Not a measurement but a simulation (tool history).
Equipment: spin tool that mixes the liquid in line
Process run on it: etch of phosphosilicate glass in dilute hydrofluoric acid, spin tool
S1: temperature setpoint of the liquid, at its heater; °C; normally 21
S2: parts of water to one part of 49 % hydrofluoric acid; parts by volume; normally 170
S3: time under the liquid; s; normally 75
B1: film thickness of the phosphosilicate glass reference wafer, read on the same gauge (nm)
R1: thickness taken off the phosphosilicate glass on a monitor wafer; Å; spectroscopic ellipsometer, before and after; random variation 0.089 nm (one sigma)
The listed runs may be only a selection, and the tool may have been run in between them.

run,hour,S1,S2,S3,B1,R1
1,0,21,170,75,80,252.2
2,7.4,21,170,75,79.98,254.2
3,58.4,21,170,75,80.01,251.8
4,64.8,21,170,75,80,253.6
5,82.5,21,170,75,80.01,251.9
# hour 91: thermometer replaced
# hour 103.2: gauge calibrated
6,135.6,21,170,75,80,252.4
7,151.1,21,170,75,80.01,252.4
8,162.1,21,170,75,80,254.6
9,176.6,21,170,75,80.01,253.6
10,190.9,21,170,75,79.99,251.6
11,203.4,21,170,75,80,253.3
12,221.1,25,240,40,80,103.3
13,271.8,17,240,75,80.02,143
14,285.6,21,105,75,79.97,441.1
15,297.3,21,85,75,80,555.6
16,306.1,21,170,75,80.01,254.1
17,323.7,21,240,95,80,211.1
# hour 363: hydrofluoric acid flow meter replaced
18,366.1,25,200,40,80.02,128.9
19,374.3,21,225,50,79.99,120.1
20,385.3,21,170,75,80.01,252.2
21,402.8,21,170,45,79.99,151.9
22,416.5,21,170,75,80.02,252.8
23,455.7,24.5,110,45,79.98,286.8
24,464.3,18,170,95,80.01,282.8
25,481,21,170,50,80.02,169
26,490.4,21,95,115,80.01,751.7
27,506.1,21,245,75,80.01,162.9
28,516.7,21,255,110,80,227.3
29,523.5,21,125,75,80,362.9
30,532.5,17,215,95,80,207.3
31,538.7,21,170,75,79.98,252.6
32,546.3,25.5,225,55,79.98,156.3
33,563.1,21,170,75,80,252.3

Here are 4 independent what-if runs from the current tool condition. What would each one return?
A,563.5,21,170,115,?,?
B,563.5,25,170,75,?,?
C,563.5,21,215,115,?,?
D,563.5,24,170,45,?,?

run,B1,R1
A,79.99,389.9
B,79.99,296.2
C,79.99,294.6
D,79.99,171.2
With the hidden condition removed and each run's random variation left untouched, the same runs would have given:
run,R1
A,389.9
B,296.2
C,294.6
D,171.2

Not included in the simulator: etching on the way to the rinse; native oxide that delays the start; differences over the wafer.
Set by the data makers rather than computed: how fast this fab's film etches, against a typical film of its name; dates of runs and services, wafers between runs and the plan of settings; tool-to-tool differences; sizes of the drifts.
